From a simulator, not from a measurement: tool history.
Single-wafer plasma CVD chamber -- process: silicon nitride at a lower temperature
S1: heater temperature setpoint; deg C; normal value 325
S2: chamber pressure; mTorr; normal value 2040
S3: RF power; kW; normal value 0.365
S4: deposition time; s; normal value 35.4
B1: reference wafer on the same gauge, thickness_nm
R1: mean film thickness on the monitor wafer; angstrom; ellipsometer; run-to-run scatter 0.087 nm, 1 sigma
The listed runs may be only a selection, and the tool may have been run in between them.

Run 1, hour 0.0: usual settings; B1 53.056. Result: R1 482.90 angstrom.
Run 2, hour 79.0: usual settings; B1 53.094. Result: R1 484.25 angstrom.
At hour 86.9: gauge calibrated.
Run 3, hour 234.9: usual settings; B1 53.089. Result: R1 483.89 angstrom.
Run 4, hour 333.2: usual settings; B1 53.120. Result: R1 484.63 angstrom.
Run 5, hour 432.6: usual settings; B1 53.096. Result: R1 483.27 angstrom.
Run 6, hour 497.1: usual settings; B1 53.091. Result: R1 482.88 angstrom.
Run 7, hour 540.2: usual settings; B1 53.088. Result: R1 481.84 angstrom.
At hour 555.6: RF generator calibrated.
Run 8, hour 632.7: usual settings; B1 53.094. Result: R1 487.08 angstrom.
Run 9, hour 698.8: usual settings but S1 315 deg C; B1 53.123. Result: R1 488.58 angstrom.
Run 10, hour 789.6: usual settings but S2 2300 mTorr, S3 0.295 kW; B1 53.109. Result: R1 437.90 angstrom.
Run 11, hour 830.6: usual settings but S1 313 deg C, S2 1580 mTorr, S3 0.395 kW; B1 53.086. Result: R1 485.62 angstrom.
At hour 880.0: capacitance manometer re-zeroed and calibrated.
At hour 892.7: thermocouple changed; heater temperature recalibrated.
Run 12, hour 912.5: usual settings but S1 313 deg C, S2 1580 mTorr, S3 0.395 kW; B1 53.087. Result: R1 492.50 angstrom.
Run 13, hour 953.5: usual settings but S1 336 deg C, S3 0.300 kW; B1 53.098. Result: R1 435.33 angstrom.
Run 14, hour 1006.9: usual settings but S1 313 deg C, S4 30.9 s; B1 53.089. Result: R1 430.52 angstrom.
At hour 1015.8: gauge calibrated.
Run 15, hour 1073.9: usual settings but S3 0.325 kW; B1 53.139. Result: R1 457.18 angstrom.
Run 16, hour 1152.9: usual settings but S1 329 deg C, S2 1640 mTorr; B1 53.086. Result: R1 467.43 angstrom.
At hour 1179.1: showerhead replaced.
Run 17, hour 1208.8: usual settings but S2 2470 mTorr, S3 0.435 kW, S4 33.3 s; B1 53.075. Result: R1 529.99 angstrom.
Run 18, hour 1509.4: usual settings; B1 53.112. Result: R1 486.96 angstrom.

Each row is a separate what-if for the run after 18, all from the same tool condition, not one after another. Results?
Run A, hour 1509.8: usual settings; B1 ?. Result: R1 ?.
Run B, hour 1509.8: usual settings but S1 313 deg C, S2 1670 mTorr, S3 0.325 kW; B1 ?. Result: R1 ?.
Run C, hour 1509.8: usual settings but S1 317 deg C, S2 1800 mTorr, S3 0.340 kW, S4 39.1 s; B1 ?. Result: R1 ?.

run      B1      R1
  A  53.113  487.42
  B  53.113  437.81
  C  53.113  503.99
Take away the tool's hidden state, keep each run's random variation, and the runs would have read:
run      R1
  A  495.84
  B  445.75
  C  512.94
